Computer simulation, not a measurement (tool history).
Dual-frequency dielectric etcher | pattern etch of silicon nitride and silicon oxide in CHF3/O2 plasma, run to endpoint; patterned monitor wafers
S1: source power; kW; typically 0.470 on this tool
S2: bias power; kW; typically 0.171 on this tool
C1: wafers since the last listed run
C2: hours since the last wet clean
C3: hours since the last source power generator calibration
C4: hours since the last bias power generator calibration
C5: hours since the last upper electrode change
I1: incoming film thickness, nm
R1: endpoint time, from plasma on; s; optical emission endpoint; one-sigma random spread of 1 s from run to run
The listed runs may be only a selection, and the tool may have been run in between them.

| run | hour | S1 | S2 | C1 | C2 | C3 | C4 | C5 | I1 | R1 |
|---|---|---|---|---|---|---|---|---|---|---|
| 1 | 0.0 | 0.560 | 0.171 | 0 | 247.1 | 1297.5 | 1330.3 | 3377.3 | 294.4 | 207.8 |
| 2 | 48.8 | 0.560 | 0.171 | 327 | 295.9 | 1346.3 | 1379.1 | 3426.1 | 297.1 | 208.8 |
| 3 | 90.2 | 0.470 | 0.171 | 278 | 337.3 | 1387.7 | 1420.5 | 3467.5 | 296.8 | 227.2 |
| 4 | 176.4 | 0.470 | 0.171 | 579 | 423.5 | 1473.9 | 1506.7 | 3553.7 | 299.1 | 230.2 |
|  | 277.8 | wet clean of the chamber |
| 5 | 278.3 | 0.470 | 0.171 | 523 | 0.5 | 1575.8 | 1608.6 | 3655.6 | 294.2 | 214.2 |
| 6 | 520.0 | 0.440 | 0.171 | 1624 | 242.2 | 1817.5 | 1850.3 | 3897.3 | 296.4 | 229.6 |
| 7 | 566.8 | 0.440 | 0.171 | 314 | 289.0 | 1864.3 | 1897.1 | 3944.1 | 298.1 | 230.0 |
| 8 | 671.0 | 0.550 | 0.171 | 700 | 393.2 | 1968.5 | 2001.3 | 4048.3 | 295.2 | 210.9 |
|  | 769.8 | wet clean of the chamber |
| 9 | 776.9 | 0.550 | 0.171 | 550 | 7.1 | 2074.4 | 2107.2 | 4154.2 | 295.8 | 202.4 |
| 10 | 830.2 | 0.470 | 0.171 | 358 | 60.4 | 2127.7 | 2160.5 | 4207.5 | 295.4 | 217.9 |
|  | 878.2 | bias power generator calibrated |
| 11 | 917.5 | 0.470 | 0.171 | 559 | 147.7 | 2215.0 | 39.3 | 4294.8 | 294.9 | 219.8 |
| 12 | 959.1 | 0.470 | 0.171 | 279 | 189.3 | 2256.6 | 80.9 | 4336.4 | 294.3 | 218.9 |
| 13 | 1060.1 | 0.470 | 0.171 | 678 | 290.3 | 2357.6 | 181.9 | 4437.4 | 296.2 | 224.6 |
| 14 | 1106.6 | 0.470 | 0.171 | 312 | 336.8 | 2404.1 | 228.4 | 4483.9 | 294.4 | 225.0 |
|  | 1152.2 | upper electrode replaced |
|  | 1175.4 | wet clean of the chamber |
| 15 | 1175.9 | 0.540 | 0.171 | 148 | 0.5 | 2473.4 | 297.7 | 23.7 | 297.2 | 205.5 |
| 16 | 1232.3 | 0.560 | 0.150 | 379 | 56.9 | 2529.8 | 354.1 | 80.1 | 295.6 | 208.3 |
| 17 | 1318.1 | 0.470 | 0.138 | 576 | 142.7 | 2615.6 | 439.9 | 165.9 | 295.9 | 231.6 |
|  | 1323.4 | source power generator calibrated |
| 18 | 1374.1 | 0.520 | 0.150 | 349 | 198.7 | 50.7 | 495.9 | 221.9 | 294.3 | 217.4 |
| 19 | 1480.2 | 0.550 | 0.204 | 713 | 304.8 | 156.8 | 602.0 | 328.0 | 292.6 | 199.7 |
| 20 | 1536.5 | 0.470 | 0.183 | 378 | 361.1 | 213.1 | 658.3 | 384.3 | 296.2 | 222.5 |
|  | 1646.7 | wet clean of the chamber |
| 21 | 1647.2 | 0.550 | 0.156 | 582 | 0.5 | 323.8 | 769.0 | 495.0 | 292.9 | 206.1 |
| 22 | 1874.5 | 0.390 | 0.130 | 1527 | 227.8 | 551.1 | 996.3 | 722.3 | 297.4 | 264.0 |
| 23 | 1959.0 | 0.470 | 0.171 | 567 | 312.3 | 635.6 | 1080.8 | 806.8 | 295.5 | 228.9 |
| 24 | 2060.7 | 0.580 | 0.156 | 683 | 414.0 | 737.3 | 1182.5 | 908.5 | 295.7 | 213.6 |
|  | 2138.7 | wet clean of the chamber |
| 25 | 2139.2 | 0.590 | 0.171 | 366 | 0.5 | 815.8 | 1261.0 | 987.0 | 295.7 | 197.4 |
| 26 | 2188.7 | 0.470 | 0.171 | 332 | 50.0 | 865.3 | 1310.5 | 1036.5 | 292.1 | 217.4 |
| 27 | 2229.6 | 0.470 | 0.171 | 274 | 90.9 | 906.2 | 1351.4 | 1077.4 | 296.5 | 220.2 |
| 28 | 2289.9 | 0.530 | 0.153 | 405 | 151.2 | 966.5 | 1411.7 | 1137.7 | 295.6 | 217.0 |
| 29 | 2333.3 | 0.540 | 0.213 | 291 | 194.6 | 1009.9 | 1455.1 | 1181.1 | 297.1 | 199.5 |
| 30 | 2376.9 | 0.470 | 0.148 | 293 | 238.2 | 1053.5 | 1498.7 | 1224.7 | 299.3 | 234.5 |

Each row is a separate what-if for the run after 30, all from the same tool condition, not one after another. Results?
| A | 2377.4 | 0.470 | 0.171 | 3 | 238.7 | 1054.0 | 1499.2 | 1225.2 | 296.9 | ? |
| B | 2377.4 | 0.570 | 0.171 | 3 | 238.7 | 1054.0 | 1499.2 | 1225.2 | 296.9 | ? |
| C | 2377.4 | 0.400 | 0.154 | 3 | 238.7 | 1054.0 | 1499.2 | 1225.2 | 296.9 | ? |
| D | 2377.4 | 0.530 | 0.131 | 3 | 238.7 | 1054.0 | 1499.2 | 1225.2 | 296.9 | ? |

| run | R1 |
|---|---|
| A | 226.5 |
| B | 208.4 |
| C | 249.1 |
| D | 228.0 |
Had the tool no hidden state, the same runs would have come out as:
| run | R1 |
|---|---|
| A | 218.9 |
| B | 201.5 |
| C | 240.9 |
| D | 220.4 |

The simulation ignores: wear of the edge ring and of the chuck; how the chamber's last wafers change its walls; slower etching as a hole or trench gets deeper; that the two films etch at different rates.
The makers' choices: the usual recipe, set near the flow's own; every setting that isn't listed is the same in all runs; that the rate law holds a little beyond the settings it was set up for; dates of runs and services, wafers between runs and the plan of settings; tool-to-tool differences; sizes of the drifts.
